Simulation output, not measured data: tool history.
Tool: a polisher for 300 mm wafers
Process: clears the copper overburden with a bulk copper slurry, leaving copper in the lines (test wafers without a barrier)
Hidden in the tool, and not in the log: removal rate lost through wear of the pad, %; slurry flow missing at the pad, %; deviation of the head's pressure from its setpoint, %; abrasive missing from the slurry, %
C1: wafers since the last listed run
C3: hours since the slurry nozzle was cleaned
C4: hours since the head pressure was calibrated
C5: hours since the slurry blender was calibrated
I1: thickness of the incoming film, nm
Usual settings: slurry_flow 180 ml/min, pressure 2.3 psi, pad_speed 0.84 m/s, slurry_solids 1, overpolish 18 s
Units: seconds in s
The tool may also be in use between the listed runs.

run 1 hour=0 | slurry_flow=180 pressure=2.1 pad_speed=0.84 slurry_solids=1 overpolish=18 | C1=0 wafers_polished_on_this_pad=468 C3=223.4 C4=256.6 C5=387.2 | I1=453.4 | seconds=58.9
-- hour=31.7 slurry blender recalibrated
run 2 hour=37 | slurry_flow=180 pressure=2.1 pad_speed=0.84 slurry_solids=1 overpolish=18 | C1=304 wafers_polished_on_this_pad=772 C3=260.4 C4=293.6 C5=5.3 | I1=456.7 | seconds=60.1
run 3 hour=62.9 | slurry_flow=180 pressure=2.1 pad_speed=0.84 slurry_solids=1 overpolish=18 | C1=225 wafers_polished_on_this_pad=998 C3=286.3 C4=319.5 C5=31.2 | I1=449.8 | seconds=58.8
run 4 hour=99.6 | slurry_flow=180 pressure=2.3 pad_speed=0.84 slurry_solids=1 overpolish=18 | C1=319 wafers_polished_on_this_pad=1318 C3=323 C4=356.2 C5=67.9 | I1=456.2 | seconds=55.6
run 5 hour=169.9 | slurry_flow=180 pressure=2.3 pad_speed=0.84 slurry_solids=1 overpolish=18 | C1=612 wafers_polished_on_this_pad=1930 C3=393.3 C4=426.5 C5=138.2 | I1=446.9 | seconds=54.1
run 6 hour=198.3 | slurry_flow=180 pressure=2.3 pad_speed=0.84 slurry_solids=1 overpolish=18 | C1=247 wafers_polished_on_this_pad=2177 C3=421.7 C4=454.9 C5=166.6 | I1=453.3 | seconds=55
run 7 hour=242.2 | slurry_flow=180 pressure=2.3 pad_speed=0.84 slurry_solids=1 overpolish=18 | C1=382 wafers_polished_on_this_pad=2559 C3=465.6 C4=498.8 C5=210.5 | I1=449.8 | seconds=54.8
run 8 hour=270.4 | slurry_flow=180 pressure=2.3 pad_speed=0.84 slurry_solids=1 overpolish=18 | C1=245 wafers_polished_on_this_pad=2805 C3=493.8 C4=527 C5=238.7 | I1=446.4 | seconds=55.4
run 9 hour=316.9 | slurry_flow=180 pressure=2.3 pad_speed=0.84 slurry_solids=1 overpolish=18 | C1=404 wafers_polished_on_this_pad=3210 C3=540.3 C4=573.5 C5=285.2 | I1=444.4 | seconds=53.5
-- hour=371.1 slurry nozzle cleaned
-- hour=382.7 worn pad replaced by a new one
run 10 hour=384.7 | slurry_flow=180 pressure=2.3 pad_speed=0.84 slurry_solids=1 overpolish=18 | C1=546 wafers_polished_on_this_pad=17 C3=13.6 C4=641.3 C5=353 | I1=443.4 | seconds=57.1
run 11 hour=423.6 | slurry_flow=180 pressure=2.3 pad_speed=0.84 slurry_solids=1 overpolish=18 | C1=338 wafers_polished_on_this_pad=355 C3=52.5 C4=680.2 C5=391.9 | I1=450.1 | seconds=57.1
run 12 hour=466.7 | slurry_flow=145 pressure=2.3 pad_speed=0.66 slurry_solids=1.15 overpolish=18 | C1=375 wafers_polished_on_this_pad=731 C3=95.6 C4=723.3 C5=435 | I1=457.8 | seconds=71.4
-- hour=479.6 slurry blender recalibrated
run 13 hour=536.9 | slurry_flow=215 pressure=2.3 pad_speed=1 slurry_solids=1 overpolish=26 | C1=593 wafers_polished_on_this_pad=1325 C3=165.8 C4=793.5 C5=57.3 | I1=448.2 | seconds=47.5
run 14 hour=582.4 | slurry_flow=130 pressure=2.5 pad_speed=0.96 slurry_solids=1 overpolish=28 | C1=396 wafers_polished_on_this_pad=1721 C3=211.3 C4=839 C5=102.8 | I1=450.3 | seconds=51.2
run 15 hour=653.6 | slurry_flow=180 pressure=2.3 pad_speed=0.84 slurry_solids=1.25 overpolish=18 | C1=620 wafers_polished_on_this_pad=2341 C3=282.5 C4=910.2 C5=174 | I1=446.3 | seconds=54.3
-- hour=681.4 slurry nozzle cleaned, repeated, since the last time left the tool worse
run 16 hour=709.4 | slurry_flow=180 pressure=2.3 pad_speed=0.98 slurry_solids=1 overpolish=18 | C1=477 wafers_polished_on_this_pad=2818 C3=28 C4=966 C5=229.8 | I1=443.3 | seconds=45.2
-- hour=762.8 worn pad replaced by a new one
run 17 hour=778.4 | slurry_flow=115 pressure=2.3 pad_speed=0.66 slurry_solids=1 overpolish=18 | C1=566 wafers_polished_on_this_pad=135 C3=97 C4=1035 C5=298.8 | I1=460.1 | seconds=71.7
run 18 hour=818.8 | slurry_flow=180 pressure=2.3 pad_speed=0.54 slurry_solids=1 overpolish=18 | C1=351 wafers_polished_on_this_pad=487 C3=137.4 C4=1075.4 C5=339.2 | I1=443.4 | seconds=79.8
run 19 hour=869.8 | slurry_flow=180 pressure=2.3 pad_speed=0.84 slurry_solids=1.25 overpolish=12 | C1=444 wafers_polished_on_this_pad=931 C3=188.4 C4=1126.4 C5=390.2 | I1=450.7 | seconds=51.3
-- hour=909.1 slurry blender recalibrated
run 20 hour=910.5 | slurry_flow=180 pressure=2.6 pad_speed=0.68 slurry_solids=1 overpolish=12 | C1=337 wafers_polished_on_this_pad=1268 C3=229.1 C4=1167.1 C5=1.4 | I1=448.6 | seconds=61.2
run 21 hour=941.4 | slurry_flow=180 pressure=2.3 pad_speed=0.84 slurry_solids=1 overpolish=18 | C1=269 wafers_polished_on_this_pad=1537 C3=260 C4=1198 C5=32.3 | I1=449.3 | seconds=55.2
-- hour=989.8 head pressure recalibrated
run 22 hour=1135.9 | slurry_flow=180 pressure=3 pad_speed=0.96 slurry_solids=1 overpolish=9 | C1=1676 wafers_polished_on_this_pad=3213 C3=454.5 C4=146.1 C5=226.8 | I1=444.6 | seconds=40.7
-- hour=1161.9 slurry nozzle cleaned
-- hour=1181.1 worn pad replaced by a new one
run 23 hour=1181.6 | slurry_flow=180 pressure=2.3 pad_speed=0.84 slurry_solids=0.75 overpolish=18 | C1=354 wafers_polished_on_this_pad=3 C3=19.7 C4=191.8 C5=272.5 | I1=450.1 | seconds=59.5
run 24 hour=1223.9 | slurry_flow=180 pressure=2.3 pad_speed=0.84 slurry_solids=1 overpolish=18 | C1=368 wafers_polished_on_this_pad=372 C3=62 C4=234.1 C5=314.8 | I1=443.9 | seconds=54.1
run 25 hour=1291.7 | slurry_flow=180 pressure=2.3 pad_speed=0.84 slurry_solids=1 overpolish=18 | C1=590 wafers_polished_on_this_pad=962 C3=129.8 C4=301.9 C5=382.6 | I1=448 | seconds=54
-- hour=1319.3 slurry blender recalibrated
run 26 hour=1356.5 | slurry_flow=180 pressure=2.8 pad_speed=0.84 slurry_solids=1 overpolish=18 | C1=546 wafers_polished_on_this_pad=1509 C3=194.6 C4=366.7 C5=37.2 | I1=447.1 | seconds=48.7
run 27 hour=1478.2 | slurry_flow=180 pressure=2.3 pad_speed=0.84 slurry_solids=1 overpolish=18 | C1=1059 wafers_polished_on_this_pad=2569 C3=316.3 C4=488.4 C5=158.9 | I1=453.2 | seconds=54.4
-- hour=1533.1 worn pad replaced by a new one
run 28 hour=1548.6 | slurry_flow=180 pressure=2.3 pad_speed=0.84 slurry_solids=1 overpolish=18 | C1=578 wafers_polished_on_this_pad=134 C3=386.7 C4=558.8 C5=229.3 | I1=457.3 | seconds=56.3
run 29 hour=1605.2 | slurry_flow=180 pressure=2.3 pad_speed=0.84 slurry_solids=1 overpolish=18 | C1=492 wafers_polished_on_this_pad=627 C3=443.3 C4=615.4 C5=285.9 | I1=441.6 | seconds=54.8

The same runs without the tool's hidden state, with the same run-to-run variation:
run=1 seconds=57.9
run=2 seconds=59
run=3 seconds=57.6
run=4 seconds=54.5
run=5 seconds=52.9
run=6 seconds=53.8
run=7 seconds=53.5
run=8 seconds=54.1
run=9 seconds=52.2
run=10 seconds=54.5
run=11 seconds=54
run=12 seconds=66.5
run=13 seconds=44.6
run=14 seconds=46.7
run=15 seconds=50.2
run=16 seconds=45
run=17 seconds=70.8
run=18 seconds=78.7
run=19 seconds=50.5
run=20 seconds=60.2
run=21 seconds=54.2
run=22 seconds=39.7
run=23 seconds=59.2
run=24 seconds=53.6
run=25 seconds=53.2
run=26 seconds=47.8
run=27 seconds=53.2
run=28 seconds=54.9
run=29 seconds=53.4
